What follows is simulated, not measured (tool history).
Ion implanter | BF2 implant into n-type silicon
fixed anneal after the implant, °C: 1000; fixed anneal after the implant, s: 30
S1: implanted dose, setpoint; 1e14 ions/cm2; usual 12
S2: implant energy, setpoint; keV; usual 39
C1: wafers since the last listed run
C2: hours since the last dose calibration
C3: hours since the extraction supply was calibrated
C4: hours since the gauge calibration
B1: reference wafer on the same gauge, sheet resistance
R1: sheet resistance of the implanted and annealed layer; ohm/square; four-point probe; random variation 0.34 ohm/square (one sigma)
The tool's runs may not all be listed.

Run 1, hour 0: usual settings; C1 0; C2 1036.9; C3 2580.1; C4 134.7; B1 131.01. Result: R1 137.87 ohm/square.
Run 2, hour 23.6: usual settings but S1 14.48 1e14 ions/cm2, S2 31.5 keV; C1 744; C2 1060.5; C3 2603.7; C4 158.3; B1 131.03. Result: R1 143.07 ohm/square.
Run 3, hour 37.9: usual settings but S1 10.82 1e14 ions/cm2; C1 451; C2 1074.8; C3 2618; C4 172.6; B1 131. Result: R1 144.09 ohm/square.
Run 4, hour 55: usual settings but S1 10.82 1e14 ions/cm2; C1 539; C2 1091.9; C3 2635.1; C4 189.7; B1 131.02. Result: R1 144.52 ohm/square.
Run 5, hour 81.8: usual settings but S1 10.82 1e14 ions/cm2; C1 845; C2 1118.7; C3 2661.9; C4 216.5; B1 130.92. Result: R1 143.82 ohm/square.
Run 6, hour 107.1: usual settings but S2 46.5 keV; C1 798; C2 1144; C3 2687.2; C4 241.8; B1 130.91. Result: R1 128.93 ohm/square.
Run 7, hour 141.1: usual settings but S2 46.5 keV; C1 1072; C2 1178; C3 2721.2; C4 275.8; B1 130.94. Result: R1 129.64 ohm/square.
Run 8, hour 175.6: usual settings but S2 46.5 keV; C1 1088; C2 1212.5; C3 2755.7; C4 310.3; B1 130.97. Result: R1 128.87 ohm/square.
Run 9, hour 202.1: usual settings but S1 14.11 1e14 ions/cm2, S2 43 keV; C1 835; C2 1239; C3 2782.2; C4 336.8; B1 131.03. Result: R1 125.87 ohm/square.
Run 10, hour 227.9: usual settings; C1 813; C2 1264.8; C3 2808; C4 362.6; B1 130.94. Result: R1 137.32 ohm/square.
Run 11, hour 249.9: usual settings; C1 694; C2 1286.8; C3 2830; C4 384.6; B1 131.09. Result: R1 137.76 ohm/square.
Run 12, hour 285.5: usual settings but S1 10.73 1e14 ions/cm2; C1 1123; C2 1322.4; C3 2865.6; C4 420.2; B1 131.05. Result: R1 143.79 ohm/square.
Run 13, hour 301.1: usual settings but S1 10.73 1e14 ions/cm2; C1 492; C2 1338; C3 2881.2; C4 435.8; B1 130.97. Result: R1 144.99 ohm/square.
Run 14, hour 333.8: usual settings; C1 1031; C2 1370.7; C3 2913.9; C4 468.5; B1 131.01. Result: R1 138.04 ohm/square.
Run 15, hour 350.2: usual settings; C1 517; C2 1387.1; C3 2930.3; C4 484.9; B1 130.99. Result: R1 137.32 ohm/square.
Run 16, hour 371.7: usual settings; C1 678; C2 1408.6; C3 2951.8; C4 506.4; B1 131.01. Result: R1 137.61 ohm/square.
Run 17, hour 392.8: usual settings; C1 665; C2 1429.7; C3 2972.9; C4 527.5; B1 131.08. Result: R1 137.69 ohm/square.
At hour 421.5: gauge calibrated.
Run 18, hour 425.6: usual settings; C1 1034; C2 1462.5; C3 3005.7; C4 4.1; B1 130.91. Result: R1 137.26 ohm/square.
Run 19, hour 456.1: usual settings but S1 9.55 1e14 ions/cm2, S2 48 keV; C1 962; C2 1493; C3 3036.2; C4 34.6; B1 131.05. Result: R1 142.93 ohm/square.
Run 20, hour 472.4: usual settings but S1 10.96 1e14 ions/cm2, S2 28.5 keV; C1 514; C2 1509.3; C3 3052.5; C4 50.9; B1 131.01. Result: R1 160.63 ohm/square.
Run 21, hour 487.8: usual settings but S1 9.12 1e14 ions/cm2; C1 485; C2 1524.7; C3 3067.9; C4 66.3; B1 131.03. Result: R1 156.5 ohm/square.
Run 22, hour 517.4: usual settings but S1 9.33 1e14 ions/cm2, S2 31.5 keV; C1 933; C2 1554.3; C3 3097.5; C4 95.9; B1 130.87. Result: R1 165.29 ohm/square.
At hour 552: extraction supply calibrated.
Run 23, hour 613.5: usual settings but S1 15.41 1e14 ions/cm2, S2 29.5 keV; C1 2779; C2 1650.4; C3 61.5; C4 192; B1 131.05. Result: R1 145.22 ohm/square.
At hour 646.7: Faraday cup replaced and dose calibrated.
Run 24, hour 647.2: usual settings but S1 15.16 1e14 ions/cm2, S2 33 keV; C1 810; C2 0.5; C3 95.2; C4 225.7; B1 130.87. Result: R1 141.63 ohm/square.
Run 25, hour 674.3: usual settings; C1 854; C2 27.6; C3 122.3; C4 252.8; B1 130.97. Result: R1 142.86 ohm/square.
Run 26, hour 695.1: usual settings but S1 15.41 1e14 ions/cm2, S2 29.5 keV; C1 656; C2 48.4; C3 143.1; C4 273.6; B1 131.12. Result: R1 148.08 ohm/square.
Run 27, hour 760.7: usual settings but S1 10.49 1e14 ions/cm2, S2 27.5 keV; C1 2069; C2 114; C3 208.7; C4 339.2; B1 131.03. Result: R1 172.29 ohm/square.
Run 28, hour 778.8: usual settings; C1 570; C2 132.1; C3 226.8; C4 357.3; B1 131.07. Result: R1 142.49 ohm/square.
Run 29, hour 796.1: usual settings but S1 13.96 1e14 ions/cm2, S2 28.5 keV; C1 545; C2 149.4; C3 244.1; C4 374.6; B1 130.99. Result: R1 154.13 ohm/square.
Run 30, hour 825.5: usual settings but S1 13.46 1e14 ions/cm2, S2 31 keV; C1 927; C2 178.8; C3 273.5; C4 404; B1 131.12. Result: R1 150.24 ohm/square.
Run 31, hour 854.5: usual settings but S1 9.96 1e14 ions/cm2; C1 914; C2 207.8; C3 302.5; C4 433; B1 130.89. Result: R1 156.94 ohm/square.
At hour 869.8: Faraday cup replaced and dose calibrated, repeated, since the last time left the tool worse.
Run 32, hour 877.6: usual settings but S1 8.61 1e14 ions/cm2, S2 45.5 keV; C1 476; C2 7.8; C3 325.6; C4 456.1; B1 131.03. Result: R1 159.08 ohm/square.
Run 33, hour 909.1: usual settings but S1 8.73 1e14 ions/cm2, S2 31.5 keV; C1 993; C2 39.3; C3 357.1; C4 487.6; B1 130.96. Result: R1 173.88 ohm/square.
Run 34, hour 925.9: usual settings but S1 10.82 1e14 ions/cm2; C1 529; C2 56.1; C3 373.9; C4 504.4; B1 130.97. Result: R1 146.02 ohm/square.
Run 35, hour 979: usual settings but S1 14.32 1e14 ions/cm2, S2 28.5 keV; C1 1675; C2 109.2; C3 427; C4 557.5; B1 131.06. Result: R1 150.81 ohm/square.
At hour 989.5: gauge calibrated.
Run 36, hour 995.5: usual settings but S1 13.34 1e14 ions/cm2, S2 25.5 keV; C1 520; C2 125.7; C3 443.5; C4 6; B1 130.99. Result: R1 160.19 ohm/square.
Run 37, hour 1020.8: usual settings but S1 10.82 1e14 ions/cm2; C1 798; C2 151; C3 468.8; C4 31.3; B1 131.03. Result: R1 146.14 ohm/square.
Run 38, hour 1037.7: usual settings but S1 10.44 1e14 ions/cm2, S2 25.5 keV; C1 533; C2 167.9; C3 485.7; C4 48.2; B1 130.99. Result: R1 171.89 ohm/square.

Forecast each of these 3 alternatives for the next run:
Run A, hour 1038.1: usual settings but S2 47.5 keV; C1 12; C2 168.3; C3 486.1; C4 48.6; B1 ?. Result: R1 ?.
Run B, hour 1038.1: usual settings but S2 25.5 keV; C1 12; C2 168.3; C3 486.1; C4 48.6; B1 ?. Result: R1 ?.
Run C, hour 1038.1: usual settings but S1 14.38 1e14 ions/cm2, S2 52.5 keV; C1 12; C2 168.3; C3 486.1; C4 48.6; B1 ?. Result: R1 ?.

run      B1      R1
  A  130.98  128.94
  B  130.98  164.05
  C  130.98  115.41
Without the tool's hidden state the same runs would have given:
run      R1
  A  128.95
  B  164.05
  C  115.42
